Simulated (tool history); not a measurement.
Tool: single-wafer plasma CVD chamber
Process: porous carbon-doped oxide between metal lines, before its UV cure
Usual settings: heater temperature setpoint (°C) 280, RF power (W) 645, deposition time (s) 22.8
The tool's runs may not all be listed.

| run | hour | heater temperature setpoint (°C) | RF power (W) | deposition time (s) | read-back reference wafer on the same gauge, thickness_nm | mean film thickness on the monitor wafer (angstrom) |
|---|---|---|---|---|---|---|
| 1 | 0 | 280 | 645 | 22.8 | 194.856 | 1668.67 |
| 2 | 100.7 | 280 | 645 | 22.8 | 195.098 | 1663.84 |
| 3 | 190.2 | 280 | 645 | 22.8 | 194.948 | 1673.33 |
| 4 | 280.4 | 280 | 645 | 22.8 | 195.108 | 1659.12 |
| 5 | 349.6 | 280 | 645 | 22.8 | 195.148 | 1673.51 |
| 6 | 440.7 | 280 | 645 | 22.8 | 195.119 | 1662.1 |
| 7 | 519 | 284 | 645 | 22.8 | 195.016 | 1608.92 |
| 8 | 605.7 | 284 | 645 | 22.8 | 195.048 | 1619.9 |
| 9 | 678.1 | 280 | 645 | 22.8 | 195.006 | 1665.66 |
| 10 | 765.5 | 280 | 645 | 22.8 | 194.886 | 1653.06 |
| 11 | 804.6 | 286 | 645 | 22.8 | 195.012 | 1599.23 |
| 12 | 905.6 | 286 | 645 | 22.8 | 194.965 | 1587.35 |
| 13 | 948.6 | 292 | 645 | 22.8 | 194.728 | 1523.36 |
| 14 | 991.7 | 280 | 645 | 22.8 | 195.257 | 1662.4 |
| 15 | 1095.8 | 288 | 645 | 22.8 | 195.099 | 1560.23 |
|  | 1124.1 | thermocouple changed; heater temperature recalibrated |
| 16 | 1146.2 | 272 | 770 | 20.9 | 195.126 | 1849.77 |
| 17 | 1245.6 | 280 | 645 | 22.8 | 195.177 | 1644.13 |
|  | 1291 | showerhead replaced |
| 18 | 1296.4 | 280 | 610 | 22.8 | 195.079 | 1558.75 |
| 19 | 1338.4 | 280 | 645 | 22.8 | 194.92 | 1631.1 |
| 20 | 1384.3 | 288 | 705 | 20.4 | 194.856 | 1497.49 |
|  | 1421.1 | gauge calibrated |
| 21 | 1476.1 | 280 | 645 | 18.9 | 195.212 | 1358.59 |
| 22 | 1513.5 | 280 | 750 | 22.8 | 194.986 | 1857.82 |
|  | 1568.6 | RF generator calibrated |
| 23 | 1584.7 | 280 | 645 | 22.8 | 195.105 | 1704.9 |
| 24 | 1631 | 273 | 595 | 19.5 | 194.858 | 1426.23 |
| 25 | 1715.7 | 280 | 570 | 24.1 | 194.793 | 1611.88 |
| 26 | 1816.3 | 280 | 645 | 20 | 194.987 | 1509.52 |
| 27 | 2058.8 | 267 | 615 | 22.8 | 194.913 | 1808.01 |
| 28 | 2161.3 | 268 | 645 | 22.8 | 194.861 | 1860.46 |
| 29 | 2221 | 271 | 680 | 21.4 | 195.059 | 1794.7 |

5 ways to go on from here, each from the tool as it stands after run 29. What would each give?
| A | 2221.4 | 280 | 645 | 22.8 | ? | ? |
| B | 2221.4 | 268 | 765 | 19.3 | ? | ? |
| C | 2221.4 | 280 | 715 | 22.8 | ? | ? |
| D | 2221.4 | 267 | 585 | 20.5 | ? | ? |
| E | 2221.4 | 270 | 645 | 22.8 | ? | ? |

| run | read-back reference wafer on the same gauge, thickness_nm | mean film thickness on the monitor wafer (angstrom) |
|---|---|---|
| A | 194.904 | 1699.48 |
| B | 194.904 | 1829.68 |
| C | 194.904 | 1856.49 |
| D | 194.904 | 1549.03 |
| E | 194.904 | 1831.38 |
Without the tool's hidden state the same runs would have given:
| run | mean film thickness on the monitor wafer (angstrom) |
|---|---|
| A | 1701.54 |
| B | 1830.04 |
| C | 1858.34 |
| D | 1549.79 |
| E | 1832.58 |

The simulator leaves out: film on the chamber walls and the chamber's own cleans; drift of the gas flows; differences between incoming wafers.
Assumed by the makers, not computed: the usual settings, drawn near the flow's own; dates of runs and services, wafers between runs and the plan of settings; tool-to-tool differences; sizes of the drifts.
